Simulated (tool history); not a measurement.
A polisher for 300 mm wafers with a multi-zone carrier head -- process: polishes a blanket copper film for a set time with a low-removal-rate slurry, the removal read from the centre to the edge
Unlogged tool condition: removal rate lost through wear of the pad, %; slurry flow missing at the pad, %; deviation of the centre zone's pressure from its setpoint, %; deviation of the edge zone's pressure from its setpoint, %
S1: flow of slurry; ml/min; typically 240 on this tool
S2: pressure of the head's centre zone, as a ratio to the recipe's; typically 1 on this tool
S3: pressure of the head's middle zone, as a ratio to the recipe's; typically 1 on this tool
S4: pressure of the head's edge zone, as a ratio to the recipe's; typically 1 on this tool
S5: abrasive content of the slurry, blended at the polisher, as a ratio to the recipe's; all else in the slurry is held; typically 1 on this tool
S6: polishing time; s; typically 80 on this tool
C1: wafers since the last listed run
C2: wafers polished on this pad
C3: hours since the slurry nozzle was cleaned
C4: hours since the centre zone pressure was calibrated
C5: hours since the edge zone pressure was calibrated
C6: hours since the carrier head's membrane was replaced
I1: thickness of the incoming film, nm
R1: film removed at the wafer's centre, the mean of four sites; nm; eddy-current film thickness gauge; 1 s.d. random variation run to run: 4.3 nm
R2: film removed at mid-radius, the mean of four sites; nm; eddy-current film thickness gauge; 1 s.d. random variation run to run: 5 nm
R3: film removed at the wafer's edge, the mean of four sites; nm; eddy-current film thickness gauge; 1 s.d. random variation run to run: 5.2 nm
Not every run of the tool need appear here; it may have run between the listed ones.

run 1 hour=0 | S1=240 S2=1 S3=1 S4=1 S5=1 S6=80 | C1=0 C2=26 C3=394.7 C4=331.9 C5=1273.2 C6=279.7 | I1=1380 | R1=346.1 R2=356.5 R3=341.7
run 2 hour=72.4 | S1=240 S2=1.04 S3=1 S4=0.96 S5=1 S6=80 | C1=914 C2=941 C3=467.1 C4=404.3 C5=1345.6 C6=352.1 | I1=1378.2 | R1=346.8 R2=338.3 R3=334.5
-- hour=115.5 slurry nozzle cleaned
run 3 hour=148.8 | S1=240 S2=1.04 S3=1 S4=0.96 S5=1 S6=80 | C1=952 C2=1894 C3=33.3 C4=480.7 C5=1422 C6=428.5 | I1=1397.9 | R1=350 R2=333 R3=330.7
-- hour=221.1 edge zone pressure recalibrated
run 4 hour=233.4 | S1=240 S2=1.04 S3=1 S4=0.96 S5=1 S6=80 | C1=1043 C2=2937 C3=117.9 C4=565.3 C5=12.3 C6=513.1 | I1=1362.1 | R1=336 R2=329.8 R3=311.8
run 5 hour=296.6 | S1=240 S2=1 S3=1 S4=1 S5=1 S6=94 | C1=798 C2=3736 C3=181.1 C4=628.5 C5=75.5 C6=576.3 | I1=1375.5 | R1=384.5 R2=386 R3=375.7
-- hour=358.4 centre zone pressure recalibrated
run 6 hour=509.3 | S1=240 S2=1 S3=1 S4=1 S5=1 S6=94 | C1=2662 C2=6399 C3=393.8 C4=150.9 C5=288.2 C6=789 | I1=1387.1 | R1=374.7 R2=374.8 R3=382.8
-- hour=528.9 worn pad replaced by a new one
run 7 hour=582.9 | S1=240 S2=1 S3=1 S4=1 S5=1 S6=80 | C1=879 C2=682 C3=467.4 C4=224.5 C5=361.8 C6=862.6 | I1=1352.2 | R1=343.7 R2=343.9 R3=345.4
-- hour=637.8 slurry nozzle cleaned
run 8 hour=657.7 | S1=240 S2=1 S3=1 S4=1 S5=0.75 S6=80 | C1=932 C2=1615 C3=19.9 C4=299.3 C5=436.6 C6=937.4 | I1=1394.8 | R1=318.1 R2=320 R3=313.6
run 9 hour=965.5 | S1=240 S2=1 S3=1 S4=0.95 S5=0.75 S6=80 | C1=3889 C2=5505 C3=327.7 C4=607.1 C5=744.4 C6=1245.2 | I1=1366.3 | R1=305.9 R2=302.7 R3=295.6
-- hour=1077.9 worn pad replaced by a new one
run 10 hour=1080.7 | S1=240 S2=1 S3=0.88 S4=1 S5=0.75 S6=96 | C1=1405 C2=34 C3=442.9 C4=722.3 C5=859.6 C6=1360.4 | I1=1363.3 | R1=386.3 R2=371.8 R3=383.7
-- hour=1098.7 centre zone pressure recalibrated
run 11 hour=1138.8 | S1=170 S2=0.97 S3=1 S4=1.1 S5=1 S6=80 | C1=708 C2=743 C3=501 C4=40.1 C5=917.7 C6=1418.5 | I1=1377.9 | R1=314.3 R2=330.7 R3=340.9
-- hour=1213.4 slurry nozzle cleaned
run 12 hour=1226.8 | S1=240 S2=1 S3=1 S4=1 S5=1 S6=80 | C1=1099 C2=1843 C3=13.4 C4=128.1 C5=1005.7 C6=1506.5 | I1=1374.6 | R1=325.1 R2=324.3 R3=333.4
run 13 hour=1283.5 | S1=240 S2=1 S3=1 S4=1 S5=1 S6=80 | C1=716 C2=2559 C3=70.1 C4=184.8 C5=1062.4 C6=1563.2 | I1=1376.7 | R1=323 R2=335.3 R3=325.2
run 14 hour=1328.2 | S1=240 S2=1 S3=1 S4=1.11 S5=1 S6=80 | C1=564 C2=3124 C3=114.8 C4=229.5 C5=1107.1 C6=1607.9 | I1=1377.6 | R1=320.6 R2=335.7 R3=340.5
-- hour=1388.4 carrier head's membrane replaced by a new one
run 15 hour=1397 | S1=190 S2=1.1 S3=1 S4=1.07 S5=1 S6=80 | C1=806 C2=3931 C3=183.6 C4=298.3 C5=1175.9 C6=8.6 | I1=1344.6 | R1=348.6 R2=323.1 R3=326.9
run 16 hour=1497.4 | S1=240 S2=1 S3=1 S4=1.04 S5=1.15 S6=80 | C1=1268 C2=5199 C3=284 C4=398.7 C5=1276.3 C6=109 | I1=1371.9 | R1=335 R2=326.4 R3=338.1
run 17 hour=1555.6 | S1=240 S2=1 S3=1 S4=1 S5=1 S6=80 | C1=735 C2=5935 C3=342.2 C4=456.9 C5=1334.5 C6=167.2 | I1=1371.7 | R1=313.6 R2=323.9 R3=328.3
-- hour=1584.3 edge zone pressure recalibrated
run 18 hour=1628.8 | S1=240 S2=0.89 S3=1 S4=1 S5=0.9 S6=55 | C1=899 C2=6835 C3=415.4 C4=530.1 C5=44.5 C6=240.4 | I1=1344.3 | R1=190.9 R2=213.7 R3=213.6
-- hour=1643.9 worn pad replaced by a new one
-- hour=1716.7 slurry nozzle cleaned
run 19 hour=1730.7 | S1=240 S2=1.07 S3=0.88 S4=1 S5=1.1 S6=80 | C1=1224 C2=1084 C3=14 C4=632 C5=146.4 C6=342.3 | I1=1397.8 | R1=365.6 R2=326.4 R3=349.1
-- hour=1855.2 centre zone pressure recalibrated
run 20 hour=2039.9 | S1=240 S2=1 S3=1 S4=1 S5=1 S6=98 | C1=3882 C2=4966 C3=323.2 C4=184.7 C5=455.6 C6=651.5 | I1=1378.1 | R1=392 R2=399 R3=405.8
run 21 hour=2110.7 | S1=240 S2=1.06 S3=1 S4=1 S5=1 S6=80 | C1=894 C2=5861 C3=394 C4=255.5 C5=526.4 C6=722.3 | I1=1395.7 | R1=350.9 R2=325.1 R3=321.3
-- hour=2176.2 worn pad replaced by a new one
run 22 hour=2204.8 | S1=240 S2=1 S3=1 S4=1 S5=1.25 S6=80 | C1=1138 C2=361 C3=488.1 C4=349.6 C5=620.5 C6=816.4 | I1=1392.4 | R1=350.9 R2=356.8 R3=353.6

3 ways to go on from here, each from the tool as it stands after run 22. What would each give?
run A hour=2205.2 | S1=240 S2=1 S3=1 S4=1 S5=1 S6=80 | C1=5 C2=366 C3=488.5 C4=350 C5=620.9 C6=816.8 | I1=1370.4 | R1=? R2=? R3=?
run B hour=2205.2 | S1=240 S2=1 S3=1 S4=0.93 S5=0.8 S6=80 | C1=5 C2=366 C3=488.5 C4=350 C5=620.9 C6=816.8 | I1=1370.4 | R1=? R2=? R3=?
run C hour=2205.2 | S1=240 S2=1 S3=1.08 S4=1.12 S5=1 S6=80 | C1=5 C2=366 C3=488.5 C4=350 C5=620.9 C6=816.8 | I1=1370.4 | R1=? R2=? R3=?

run=A R1=339.8 R2=349.3 R3=344.3
run=B R1=322.3 R2=331.4 R3=315.5
run=C R1=339.9 R2=362.6 R3=364
Without the tool's unlogged condition, the same runs would have read:
run=A R1=348.6 R2=358.5 R3=353.3
run=B R1=330.7 R2=340 R3=323.8
run=C R1=348.7 R2=372.1 R3=373.6
